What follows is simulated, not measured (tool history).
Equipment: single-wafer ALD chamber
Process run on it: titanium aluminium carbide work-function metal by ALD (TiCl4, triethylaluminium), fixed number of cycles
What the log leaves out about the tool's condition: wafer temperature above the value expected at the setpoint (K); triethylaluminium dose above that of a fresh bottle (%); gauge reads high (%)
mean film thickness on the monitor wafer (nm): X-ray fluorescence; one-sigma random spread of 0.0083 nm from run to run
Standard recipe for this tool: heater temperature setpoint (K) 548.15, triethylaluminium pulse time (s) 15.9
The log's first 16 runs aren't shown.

run,hour,heater temperature setpoint (K),triethylaluminium pulse time (s),wafers since the last listed run,hours since the last thermocouple change,hours since the last triethylaluminium bottle change,hours since the showerhead was replaced,hours since the gauge calibration,"read-back reference wafer on the same gauge, thickness_nm",mean film thickness on the monitor wafer (nm)
17,784.7,548.15,21.6,376,164.1,119.7,3593.9,1315.3,1.989,1.864
18,841,548.15,15.9,676,220.4,176,3650.2,1371.6,1.992,1.825
19,902.9,548.15,15.9,744,282.3,237.9,3712.1,1433.5,1.99,1.813
# hour 930: triethylaluminium bottle replaced, repeated, since the last time left the tool worse
20,942.7,548.15,21.04,382,322.1,12.7,3751.9,1473.3,1.99,1.894
21,983.6,541.15,11.32,491,363,53.6,3792.8,1514.2,1.99,1.778
22,1045.2,553.15,11.69,740,424.6,115.2,3854.4,1575.8,1.989,1.892
# hour 1083.3: showerhead replaced
23,1083.8,548.15,14.12,367,463.2,153.8,0.5,1614.4,1.992,1.87
# hour 1103.6: gauge calibrated
24,1103.7,548.15,12.02,239,483.1,173.7,20.4,0.1,1.991,1.839
25,1157.5,534.15,19.49,646,536.9,227.5,74.2,53.9,1.99,1.738
26,1218.4,555.15,15.9,732,597.8,288.4,135.1,114.8,1.991,1.921
27,1289.1,556.15,11.11,849,668.5,359.1,205.8,185.5,1.99,1.889
28,1328.6,543.15,10.72,474,708,398.6,245.3,225,1.99,1.755
29,1381.7,548.15,15.9,638,761.1,451.7,298.4,278.1,1.99,1.866
# hour 1396.6: triethylaluminium bottle replaced
30,1407.4,548.15,15.9,212,786.8,10.8,324.1,303.8,1.988,1.894
31,1448,534.15,20.47,488,827.4,51.4,364.7,344.4,1.991,1.758
32,1519.9,534.15,14.2,864,899.3,123.3,436.6,416.3,1.99,1.731
33,1558.7,548.15,20.1,466,938.1,162.1,475.4,455.1,1.989,1.884

Forecast each of these 4 alternatives for the next run:
A,1559.1,548.15,9.76,4,938.5,162.5,475.8,455.5,?,?
B,1559.1,536.15,22.12,4,938.5,162.5,475.8,455.5,?,?
C,1559.1,560.15,20.59,4,938.5,162.5,475.8,455.5,?,?
D,1559.1,544.15,21.76,4,938.5,162.5,475.8,455.5,?,?

run,"read-back reference wafer on the same gauge, thickness_nm",mean film thickness on the monitor wafer (nm)
A,1.99,1.795
B,1.99,1.765
C,1.99,2.002
D,1.99,1.844
Had the tool no hidden state, the same runs would have come out as:
run,mean film thickness on the monitor wafer (nm)
A,1.833
B,1.767
C,2.006
D,1.846

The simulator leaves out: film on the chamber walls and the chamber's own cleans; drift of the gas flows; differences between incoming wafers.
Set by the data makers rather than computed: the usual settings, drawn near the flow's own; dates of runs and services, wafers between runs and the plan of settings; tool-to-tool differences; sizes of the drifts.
